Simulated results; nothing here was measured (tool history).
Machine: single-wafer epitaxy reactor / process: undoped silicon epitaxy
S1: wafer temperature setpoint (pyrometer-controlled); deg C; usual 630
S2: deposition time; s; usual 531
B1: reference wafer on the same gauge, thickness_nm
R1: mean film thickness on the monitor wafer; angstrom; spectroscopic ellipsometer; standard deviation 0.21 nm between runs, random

{"run": 1, "hour": 0.0, "S1": 630, "S2": 531, "B1": 70.078, "R1": 588.08}
{"run": 2, "hour": 34.5, "S1": 630, "S2": 531, "B1": 70.094, "R1": 586.68}
{"run": 3, "hour": 69.3, "S1": 630, "S2": 599, "B1": 70.071, "R1": 662.76}
{"run": 4, "hour": 100.7, "S1": 630, "S2": 599, "B1": 70.046, "R1": 663.44}
{"run": 5, "hour": 114.0, "S1": 630, "S2": 599, "B1": 70.099, "R1": 664.51}
{"run": 6, "hour": 148.1, "S1": 630, "S2": 531, "B1": 70.11, "R1": 585.26}
{"run": 7, "hour": 183.9, "S1": 624, "S2": 531, "B1": 70.126, "R1": 520.76}
{"run": 8, "hour": 198.8, "S1": 641, "S2": 481, "B1": 70.094, "R1": 664.36}
{"run": 9, "hour": 234.3, "S1": 641, "S2": 481, "B1": 70.163, "R1": 658.89}
{"run": 10, "hour": 252.4, "S1": 641, "S2": 481, "B1": 70.153, "R1": 657.99}
{"run": 11, "hour": 286.4, "S1": 638, "S2": 531, "B1": 70.127, "R1": 688.09}
{"run": 12, "hour": 312.5, "S1": 638, "S2": 531, "B1": 70.073, "R1": 681.68}
{"run": 13, "hour": 344.2, "S1": 630, "S2": 531, "B1": 70.096, "R1": 581.04}
{"run": 14, "hour": 377.4, "S1": 630, "S2": 531, "B1": 70.127, "R1": 581.46}
{"run": 15, "hour": 394.2, "S1": 630, "S2": 531, "B1": 70.118, "R1": 582.98}
{"run": 16, "hour": 409.3, "S1": 630, "S2": 531, "B1": 70.076, "R1": 581.44}
{"run": 17, "hour": 429.8, "S1": 630, "S2": 531, "B1": 70.081, "R1": 581.01}
{"run": 18, "hour": 443.0, "S1": 630, "S2": 531, "B1": 70.112, "R1": 582.93}
{"run": 19, "hour": 460.9, "S1": 630, "S2": 531, "B1": 70.032, "R1": 582.76}
{"run": 20, "hour": 528.1, "S1": 630, "S2": 578, "B1": 70.135, "R1": 629.61}
{"run": 21, "hour": 559.0, "S1": 630, "S2": 578, "B1": 70.116, "R1": 628.91}
{"run": 22, "hour": 571.9, "S1": 637, "S2": 469, "B1": 70.09, "R1": 587.87}
{"run": 23, "hour": 584.8, "S1": 630, "S2": 588, "B1": 70.105, "R1": 638.34}
{"run": 24, "hour": 612.7, "S1": 630, "S2": 592, "B1": 70.081, "R1": 643.51}
{"run": 25, "hour": 636.9, "S1": 630, "S2": 531, "B1": 70.079, "R1": 574.2}
{"run": 26, "hour": 655.8, "S1": 640, "S2": 501, "B1": 70.084, "R1": 668.05}
{"run": 27, "hour": 671.8, "S1": 625, "S2": 573, "B1": 70.064, "R1": 561.36}
{"run": 28, "hour": 696.1, "S1": 630, "S2": 531, "B1": 70.054, "R1": 575.24}
{"run": 29, "hour": 726.1, "S1": 639, "S2": 459, "B1": 70.124, "R1": 593.69}
{"run": 30, "hour": 756.7, "S1": 618, "S2": 531, "B1": 70.166, "R1": 449.09}
{"hour": 764.0, "done": "gauge calibrated"}
{"run": 31, "hour": 774.2, "S1": 641, "S2": 467, "B1": 70.079, "R1": 625.52}
{"run": 32, "hour": 809.9, "S1": 617, "S2": 448, "B1": 70.096, "R1": 370.8}
{"run": 33, "hour": 843.0, "S1": 644, "S2": 531, "B1": 70.143, "R1": 755.0}
{"hour": 868.3, "done": "pyrometer calibrated"}
{"run": 34, "hour": 868.8, "S1": 630, "S2": 531, "B1": 70.125, "R1": 594.98}
{"run": 35, "hour": 885.4, "S1": 641, "S2": 531, "B1": 70.079, "R1": 733.24}
{"run": 36, "hour": 908.4, "S1": 630, "S2": 496, "B1": 70.031, "R1": 553.22}
{"run": 37, "hour": 927.1, "S1": 630, "S2": 457, "B1": 70.107, "R1": 508.52}
{"run": 38, "hour": 957.3, "S1": 621, "S2": 428, "B1": 70.076, "R1": 397.91}
{"run": 39, "hour": 976.5, "S1": 624, "S2": 612, "B1": 70.071, "R1": 603.74}
{"run": 40, "hour": 989.2, "S1": 630, "S2": 448, "B1": 70.055, "R1": 498.5}
{"run": 41, "hour": 1014.3, "S1": 638, "S2": 618, "B1": 70.084, "R1": 803.59}
{"run": 42, "hour": 1040.5, "S1": 630, "S2": 531, "B1": 70.074, "R1": 588.87}
{"run": 43, "hour": 1073.4, "S1": 635, "S2": 493, "B1": 70.155, "R1": 605.03}
{"run": 44, "hour": 1103.9, "S1": 630, "S2": 531, "B1": 70.167, "R1": 586.25}
{"run": 45, "hour": 1123.0, "S1": 641, "S2": 586, "B1": 70.143, "R1": 803.94}

Difference, measured minus no-hidden-state, one row per run. Run-to-run variation is common to both terms; the gauge's own scatter need not be:
The hidden state here: wafer temperature above the value expected at the setpoint (K); gauge reads high (%).
run=1 R1=-5.28
run=2 R1=-5.95
run=3 R1=-7.51
run=4 R1=-8.23
run=5 R1=-8.54
run=6 R1=-8.20
run=7 R1=-8.02
run=8 R1=-10.22
run=9 R1=-10.93
run=10 R1=-11.31
run=11 R1=-12.68
run=12 R1=-13.16
run=13 R1=-12.03
run=14 R1=-12.69
run=15 R1=-13.07
run=16 R1=-13.33
run=17 R1=-13.73
run=18 R1=-14.04
run=19 R1=-14.40
run=20 R1=-17.00
run=21 R1=-17.66
run=22 R1=-16.54
run=23 R1=-18.50
run=24 R1=-19.27
run=25 R1=-17.67
run=26 R1=-20.59
run=27 R1=-18.13
run=28 R1=-18.88
run=29 R1=-19.76
run=30 R1=-16.07
run=31 R1=-21.76
run=32 R1=-14.00
run=33 R1=-27.86
run=34 R1=-3.13
run=35 R1=-4.17
run=36 R1=-3.65
run=37 R1=-3.67
run=38 R1=-3.34
run=39 R1=-5.43
run=40 R1=-4.64
run=41 R1=-8.05
run=42 R1=-6.51
run=43 R1=-7.29
run=44 R1=-7.74
run=45 R1=-10.90

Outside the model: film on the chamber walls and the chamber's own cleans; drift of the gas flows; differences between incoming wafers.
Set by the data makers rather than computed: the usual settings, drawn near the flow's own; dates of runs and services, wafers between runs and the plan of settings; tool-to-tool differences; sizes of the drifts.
